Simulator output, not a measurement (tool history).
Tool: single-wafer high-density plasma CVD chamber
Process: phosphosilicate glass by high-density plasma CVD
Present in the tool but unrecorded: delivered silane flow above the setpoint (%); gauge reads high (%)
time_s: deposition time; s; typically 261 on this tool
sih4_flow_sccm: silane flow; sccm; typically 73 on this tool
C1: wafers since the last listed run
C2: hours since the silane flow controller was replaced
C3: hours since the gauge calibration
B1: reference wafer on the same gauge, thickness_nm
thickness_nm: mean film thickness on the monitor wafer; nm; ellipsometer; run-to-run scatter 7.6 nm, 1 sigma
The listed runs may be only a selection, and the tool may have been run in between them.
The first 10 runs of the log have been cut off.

Run 11, hour 705.3: usual settings but time_s 224 s, sih4_flow_sccm 82 sccm; C1 505; C2 3161.6; C3 1480.7; B1 1606.809. Result: thickness_nm 1624.824 nm.
Run 12, hour 781.3: usual settings but time_s 224 s, sih4_flow_sccm 82 sccm; C1 692; C2 3237.6; C3 1556.7; B1 1610.336. Result: thickness_nm 1616.147 nm.
Run 13, hour 839.7: usual settings but time_s 224 s, sih4_flow_sccm 82 sccm; C1 532; C2 3296; C3 1615.1; B1 1607.003. Result: thickness_nm 1625.078 nm.
Run 14, hour 885.5: usual settings; C1 417; C2 3341.8; C3 1660.9; B1 1606.178. Result: thickness_nm 1685.68 nm.
Run 15, hour 960.6: usual settings; C1 684; C2 3416.9; C3 1736; B1 1609.597. Result: thickness_nm 1695.538 nm.
Run 16, hour 1017.6: usual settings; C1 519; C2 3473.9; C3 1793; B1 1613.995. Result: thickness_nm 1688.377 nm.
Run 17, hour 1090.4: usual settings but sih4_flow_sccm 80 sccm; C1 663; C2 3546.7; C3 1865.8; B1 1611.648. Result: thickness_nm 1830.515 nm.
Run 18, hour 1186.5: usual settings but time_s 313 s, sih4_flow_sccm 78 sccm; C1 875; C2 3642.8; C3 1961.9; B1 1611.693. Result: thickness_nm 2150.186 nm.
Run 19, hour 1270.4: usual settings; C1 764; C2 3726.7; C3 2045.8; B1 1607.047. Result: thickness_nm 1685.436 nm.
At hour 1313: silane flow controller replaced.
Run 20, hour 1349.8: usual settings but time_s 293 s, sih4_flow_sccm 86 sccm; C1 650; C2 36.8; C3 2125.2; B1 1609.466. Result: thickness_nm 2404.586 nm.
Run 21, hour 1412.1: usual settings but time_s 276 s; C1 567; C2 99.1; C3 2187.5; B1 1609.433. Result: thickness_nm 1948.724 nm.
Run 22, hour 1448.2: usual settings but sih4_flow_sccm 66 sccm; C1 329; C2 135.2; C3 2223.6; B1 1609.784. Result: thickness_nm 1684.721 nm.
Run 23, hour 1499.4: usual settings but sih4_flow_sccm 83 sccm; C1 466; C2 186.4; C3 2274.8; B1 1610.166. Result: thickness_nm 2061.299 nm.
Run 24, hour 1666.8: usual settings but time_s 281 s, sih4_flow_sccm 66 sccm; C1 1525; C2 353.8; C3 2442.2; B1 1608.179. Result: thickness_nm 1821.393 nm.
At hour 1670.9: gauge calibrated.
Run 25, hour 1758.3: usual settings but time_s 241 s, sih4_flow_sccm 80 sccm; C1 833; C2 445.3; C3 87.4; B1 1609.548. Result: thickness_nm 1860.989 nm.
Run 26, hour 1835.6: usual settings; C1 704; C2 522.6; C3 164.7; B1 1609.02. Result: thickness_nm 1823.116 nm.
At hour 1891.1: silane flow controller replaced, repeated, since the last time left the tool worse.
Run 27, hour 1891.6: usual settings; C1 437; C2 0.5; C3 220.7; B1 1612.453. Result: thickness_nm 1733.784 nm.
Run 28, hour 1975.3: usual settings but time_s 294 s, sih4_flow_sccm 85 sccm; C1 762; C2 84.2; C3 304.4; B1 1608.543. Result: thickness_nm 2233.733 nm.
Run 29, hour 2079.5: usual settings but time_s 291 s, sih4_flow_sccm 61 sccm; C1 949; C2 188.4; C3 408.6; B1 1610.016. Result: thickness_nm 1665.976 nm.
Run 30, hour 2143.7: usual settings but time_s 305 s, sih4_flow_sccm 82 sccm; C1 585; C2 252.6; C3 472.8; B1 1610.934. Result: thickness_nm 2251.085 nm.
Run 31, hour 2211.4: usual settings but sih4_flow_sccm 59 sccm; C1 617; C2 320.3; C3 540.5; B1 1608.965. Result: thickness_nm 1450.275 nm.
Run 32, hour 2264.6: usual settings but time_s 291 s; C1 484; C2 373.5; C3 593.7; B1 1609.196. Result: thickness_nm 1923.826 nm.
Run 33, hour 2360: usual settings; C1 869; C2 468.9; C3 689.1; B1 1609.578. Result: thickness_nm 1749.245 nm.
Run 34, hour 2436.4: usual settings; C1 696; C2 545.3; C3 765.5; B1 1612.635. Result: thickness_nm 1722.795 nm.
Run 35, hour 2530.7: usual settings but time_s 275 s; C1 859; C2 639.6; C3 859.8; B1 1609.392. Result: thickness_nm 1812.891 nm.

Below are 5 alternative next runs, each starting from the tool's condition after run 35. Predict each:
Run A, hour 2531.2: usual settings; C1 4; C2 640.1; C3 860.3; B1 ?. Result: thickness_nm ?.
Run B, hour 2531.2: usual settings but sih4_flow_sccm 87 sccm; C1 4; C2 640.1; C3 860.3; B1 ?. Result: thickness_nm ?.
Run C, hour 2531.2: usual settings but time_s 209 s, sih4_flow_sccm 81 sccm; C1 4; C2 640.1; C3 860.3; B1 ?. Result: thickness_nm ?.
Run D, hour 2531.2: usual settings but time_s 285 s, sih4_flow_sccm 78 sccm; C1 4; C2 640.1; C3 860.3; B1 ?. Result: thickness_nm ?.
Run E, hour 2531.2: usual settings but sih4_flow_sccm 68 sccm; C1 4; C2 640.1; C3 860.3; B1 ?. Result: thickness_nm ?.

run        B1  thickness_nm
  A  1610.297      1732.454
  B  1610.297      2023.077
  C  1610.297      1520.274
  D  1610.297      2005.098
  E  1610.297       1628.66
The same runs, with their run-to-run variation unchanged, on a tool lacking any hidden condition would have given:
run  thickness_nm
  A      1737.435
  B      2028.894
  C      1524.645
  D      2010.863
  E      1633.343
